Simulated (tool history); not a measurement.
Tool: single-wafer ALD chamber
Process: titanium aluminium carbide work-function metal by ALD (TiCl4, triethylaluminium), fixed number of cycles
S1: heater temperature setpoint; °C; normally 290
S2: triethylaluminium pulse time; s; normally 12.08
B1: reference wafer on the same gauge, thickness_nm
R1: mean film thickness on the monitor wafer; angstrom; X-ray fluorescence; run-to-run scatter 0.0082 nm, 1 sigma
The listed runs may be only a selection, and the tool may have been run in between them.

Run 1, hour 0.0: usual settings but S1 302 °C, S2 9.98 s; B1 1.959. Result: R1 18.35 angstrom.
Run 2, hour 22.0: usual settings but S1 302 °C, S2 9.98 s; B1 1.958. Result: R1 18.22 angstrom.
Run 3, hour 42.5: usual settings but S1 282 °C; B1 1.958. Result: R1 17.59 angstrom.
Run 4, hour 64.6: usual settings but S1 282 °C; B1 1.958. Result: R1 17.51 angstrom.
Run 5, hour 88.2: usual settings; B1 1.960. Result: R1 18.20 angstrom.
Run 6, hour 108.2: usual settings; B1 1.961. Result: R1 18.24 angstrom.
At hour 120.7: thermocouple changed; heater temperature recalibrated.
Run 7, hour 122.4: usual settings but S1 278 °C; B1 1.960. Result: R1 16.73 angstrom.
Run 8, hour 144.6: usual settings but S1 278 °C; B1 1.961. Result: R1 16.57 angstrom.
Run 9, hour 176.2: usual settings but S1 300 °C; B1 1.959. Result: R1 18.52 angstrom.
Run 10, hour 205.1: usual settings but S1 279 °C, S2 16.63 s; B1 1.961. Result: R1 17.67 angstrom.
Run 11, hour 225.9: usual settings; B1 1.959. Result: R1 17.60 angstrom.
Run 12, hour 259.1: usual settings but S1 282 °C, S2 15.78 s; B1 1.959. Result: R1 17.88 angstrom.
At hour 270.6: triethylaluminium bottle replaced.
Run 13, hour 284.8: usual settings but S1 304 °C, S2 16.28 s; B1 1.962. Result: R1 20.61 angstrom.
Run 14, hour 306.9: usual settings but S1 283 °C, S2 16.88 s; B1 1.961. Result: R1 18.72 angstrom.
Run 15, hour 339.6: usual settings but S1 280 °C, S2 10.27 s; B1 1.962. Result: R1 17.48 angstrom.
At hour 348.0: showerhead replaced.
Run 16, hour 438.1: usual settings but S1 302 °C; B1 1.962. Result: R1 20.04 angstrom.
Run 17, hour 459.7: usual settings; B1 1.957. Result: R1 18.72 angstrom.
Run 18, hour 472.5: usual settings; B1 1.960. Result: R1 18.65 angstrom.
Run 19, hour 504.7: usual settings but S1 305 °C, S2 8.11 s; B1 1.961. Result: R1 18.28 angstrom.

What will run 20 give?
Run 20, hour 521.2: usual settings; B1 ?. Result: R1 ?.

B1: 1.960
R1: 18.77 angstrom
Without the tool's hidden state the same run would have given R1 18.85 angstrom.
